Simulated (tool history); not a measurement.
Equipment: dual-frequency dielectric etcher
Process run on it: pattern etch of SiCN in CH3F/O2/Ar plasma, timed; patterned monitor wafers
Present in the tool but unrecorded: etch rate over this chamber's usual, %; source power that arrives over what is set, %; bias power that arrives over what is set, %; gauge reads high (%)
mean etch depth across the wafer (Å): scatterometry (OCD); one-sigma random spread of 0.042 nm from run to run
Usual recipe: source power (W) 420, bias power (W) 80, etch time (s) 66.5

| run | hour | source power (W) | bias power (W) | etch time (s) | wafers since the last listed run | hours since the last wet clean | hours since the last source power generator calibration | hours since the last bias power generator calibration | hours since the last upper electrode change | hours since the gauge calibration | read-back reference wafer on the same gauge, depth_nm | mean etch depth across the wafer (Å) |
|---|---|---|---|---|---|---|---|---|---|---|---|---|
| 1 | 0.0 | 420 | 80 | 66.5 | 0 | 227.0 | 2928.1 | 2350.2 | 6172.0 | 366.8 | 25.59 | 275.1 |
| 2 | 21.5 | 420 | 80 | 66.5 | 342 | 248.5 | 2949.6 | 2371.7 | 6193.5 | 388.3 | 25.59 | 274.8 |
| 3 | 56.3 | 420 | 80 | 66.5 | 554 | 283.3 | 2984.4 | 2406.5 | 6228.3 | 423.1 | 25.60 | 274.2 |
| 4 | 70.7 | 420 | 80 | 80.5 | 229 | 297.7 | 2998.8 | 2420.9 | 6242.7 | 437.5 | 25.61 | 331.3 |
| 5 | 89.0 | 420 | 80 | 80.5 | 291 | 316.0 | 3017.1 | 2439.2 | 6261.0 | 455.8 | 25.60 | 331.7 |
| 6 | 104.2 | 420 | 80 | 80.5 | 242 | 331.2 | 3032.3 | 2454.4 | 6276.2 | 471.0 | 25.62 | 331.2 |
| 7 | 134.0 | 420 | 80 | 66.5 | 475 | 361.0 | 3062.1 | 2484.2 | 6306.0 | 500.8 | 25.60 | 273.7 |
| 8 | 152.6 | 420 | 80 | 66.5 | 296 | 379.6 | 3080.7 | 2502.8 | 6324.6 | 519.4 | 25.60 | 272.9 |
| 9 | 184.8 | 420 | 80 | 66.5 | 513 | 411.8 | 3112.9 | 2535.0 | 6356.8 | 551.6 | 25.60 | 273.3 |
| 10 | 216.1 | 420 | 80 | 66.5 | 498 | 443.1 | 3144.2 | 2566.3 | 6388.1 | 582.9 | 25.59 | 272.8 |
|  | 244.2 | upper electrode replaced |
| 11 | 244.7 | 350 | 80 | 66.5 | 73 | 471.7 | 3172.8 | 2594.9 | 0.5 | 611.5 | 25.60 | 256.3 |
| 12 | 252.3 | 350 | 80 | 66.5 | 121 | 479.3 | 3180.4 | 2602.5 | 8.1 | 619.1 | 25.60 | 255.9 |
|  | 269.6 | gauge calibrated |
| 13 | 287.4 | 510 | 97 | 54.5 | 559 | 514.4 | 3215.5 | 2637.6 | 43.2 | 17.8 | 25.60 | 254.3 |
|  | 313.3 | wet clean of the chamber |
| 14 | 318.4 | 420 | 80 | 66.5 | 111 | 5.1 | 3246.5 | 2668.6 | 74.2 | 48.8 | 25.59 | 275.5 |
| 15 | 353.0 | 380 | 91 | 74.0 | 551 | 39.7 | 3281.1 | 2703.2 | 108.8 | 83.4 | 25.60 | 309.8 |
| 16 | 377.2 | 460 | 80 | 66.5 | 385 | 63.9 | 3305.3 | 2727.4 | 133.0 | 107.6 | 25.59 | 284.6 |
|  | 383.3 | bias power generator calibrated |
|  | 415.6 | source power generator calibrated |
| 17 | 416.1 | 460 | 80 | 66.5 | 492 | 102.8 | 0.5 | 32.8 | 171.9 | 146.5 | 25.60 | 283.4 |
| 18 | 441.4 | 420 | 80 | 66.5 | 403 | 128.1 | 25.8 | 58.1 | 197.2 | 171.8 | 25.61 | 275.1 |
| 19 | 473.5 | 510 | 63 | 75.0 | 511 | 160.2 | 57.9 | 90.2 | 229.3 | 203.9 | 25.61 | 308.6 |
| 20 | 489.2 | 420 | 61 | 61.0 | 250 | 175.9 | 73.6 | 105.9 | 245.0 | 219.6 | 25.60 | 231.0 |
| 21 | 511.5 | 390 | 100 | 66.5 | 355 | 198.2 | 95.9 | 128.2 | 267.3 | 241.9 | 25.61 | 288.4 |
| 22 | 543.2 | 320 | 80 | 49.5 | 505 | 229.9 | 127.6 | 159.9 | 299.0 | 273.6 | 25.60 | 186.3 |
| 23 | 574.5 | 420 | 80 | 53.0 | 498 | 261.2 | 158.9 | 191.2 | 330.3 | 304.9 | 25.60 | 218.1 |
| 24 | 592.3 | 510 | 63 | 84.0 | 283 | 279.0 | 176.7 | 209.0 | 348.1 | 322.7 | 25.60 | 343.1 |
| 25 | 618.1 | 420 | 80 | 66.5 | 411 | 304.8 | 202.5 | 234.8 | 373.9 | 348.5 | 25.60 | 273.3 |

4 options for the next run, each taken on its own from the tool as it stands now. Forecast them:
| A | 618.5 | 420 | 80 | 76.5 | 6 | 305.2 | 202.9 | 235.2 | 374.3 | 348.9 | ? | ? |
| B | 618.5 | 490 | 88 | 59.5 | 6 | 305.2 | 202.9 | 235.2 | 374.3 | 348.9 | ? | ? |
| C | 618.5 | 490 | 85 | 66.5 | 6 | 305.2 | 202.9 | 235.2 | 374.3 | 348.9 | ? | ? |
| D | 618.5 | 420 | 62 | 61.0 | 6 | 305.2 | 202.9 | 235.2 | 374.3 | 348.9 | ? | ? |

| run | read-back reference wafer on the same gauge, depth_nm | mean etch depth across the wafer (Å) |
|---|---|---|
| A | 25.60 | 314.3 |
| B | 25.60 | 266.0 |
| C | 25.60 | 293.9 |
| D | 25.60 | 231.3 |
With no hidden state in the tool, these same runs would have given:
| run | mean etch depth across the wafer (Å) |
|---|---|
| A | 318.1 |
| B | 269.2 |
| C | 297.4 |
| D | 234.1 |

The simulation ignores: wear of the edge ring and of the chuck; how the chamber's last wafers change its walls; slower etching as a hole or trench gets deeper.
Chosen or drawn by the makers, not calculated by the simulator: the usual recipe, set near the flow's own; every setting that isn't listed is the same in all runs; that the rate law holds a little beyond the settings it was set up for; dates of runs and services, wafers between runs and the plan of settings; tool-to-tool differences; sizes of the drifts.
